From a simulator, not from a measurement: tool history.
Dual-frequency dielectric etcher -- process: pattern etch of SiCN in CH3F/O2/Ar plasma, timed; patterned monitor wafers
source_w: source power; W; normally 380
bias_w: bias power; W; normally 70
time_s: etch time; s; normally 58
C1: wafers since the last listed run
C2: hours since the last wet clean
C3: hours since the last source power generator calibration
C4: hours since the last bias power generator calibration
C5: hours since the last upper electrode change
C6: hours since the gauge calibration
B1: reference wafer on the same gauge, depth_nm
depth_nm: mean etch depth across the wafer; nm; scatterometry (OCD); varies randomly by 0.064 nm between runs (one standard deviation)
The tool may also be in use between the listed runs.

{"run": 1, "hour": 0.0, "source_w": 380, "bias_w": 70, "time_s": 58, "C1": 0, "C2": 359.2, "C3": 2747.4, "C4": 1035.9, "C5": 5117.8, "C6": 390, "B1": 22.58, "depth_nm": 21.94}
{"run": 2, "hour": 74.1, "source_w": 380, "bias_w": 70, "time_s": 58, "C1": 1088, "C2": 433.3, "C3": 2821.5, "C4": 1110, "C5": 5191.9, "C6": 464.1, "B1": 22.61, "depth_nm": 21.94}
{"run": 3, "hour": 147.9, "source_w": 380, "bias_w": 70, "time_s": 58, "C1": 1083, "C2": 507.1, "C3": 2895.3, "C4": 1183.8, "C5": 5265.7, "C6": 537.9, "B1": 22.62, "depth_nm": 22.3}
{"hour": 252.1, "done": "wet clean of the chamber"}
{"run": 4, "hour": 252.6, "source_w": 380, "bias_w": 70, "time_s": 58, "C1": 1184, "C2": 0.5, "C3": 3000, "C4": 1288.5, "C5": 5370.4, "C6": 642.6, "B1": 22.61, "depth_nm": 21.39}
{"run": 5, "hour": 342.2, "source_w": 380, "bias_w": 70, "time_s": 58, "C1": 1315, "C2": 90.1, "C3": 3089.6, "C4": 1378.1, "C5": 5460, "C6": 732.2, "B1": 22.6, "depth_nm": 21.44}
{"run": 6, "hour": 426.4, "source_w": 380, "bias_w": 70, "time_s": 58, "C1": 1236, "C2": 174.3, "C3": 3173.8, "C4": 1462.3, "C5": 5544.2, "C6": 816.4, "B1": 22.6, "depth_nm": 21.64}
{"hour": 433.3, "done": "gauge calibrated"}
{"hour": 492.6, "done": "upper electrode replaced"}
{"run": 7, "hour": 514.9, "source_w": 380, "bias_w": 70, "time_s": 58, "C1": 947, "C2": 262.8, "C3": 3262.3, "C4": 1550.8, "C5": 22.3, "C6": 81.6, "B1": 22.61, "depth_nm": 21.76}
{"run": 8, "hour": 589.1, "source_w": 380, "bias_w": 70, "time_s": 58, "C1": 1089, "C2": 337, "C3": 3336.5, "C4": 1625, "C5": 96.5, "C6": 155.8, "B1": 22.59, "depth_nm": 21.93}

Run 9 comes next. What will it give?
{"run": 9, "hour": 627.4, "source_w": 290, "bias_w": 55, "time_s": 66.5, "C1": 562, "C2": 375.3, "C3": 3374.8, "C4": 1663.3, "C5": 134.8, "C6": 194.1, "B1": "?", "depth_nm": "?"}

B1: 22.61
depth_nm: 21.16 nm
Take away the tool's hidden state, keep the run-to-run variation as it was, and the same run would have given depth_nm 20.63 nm.
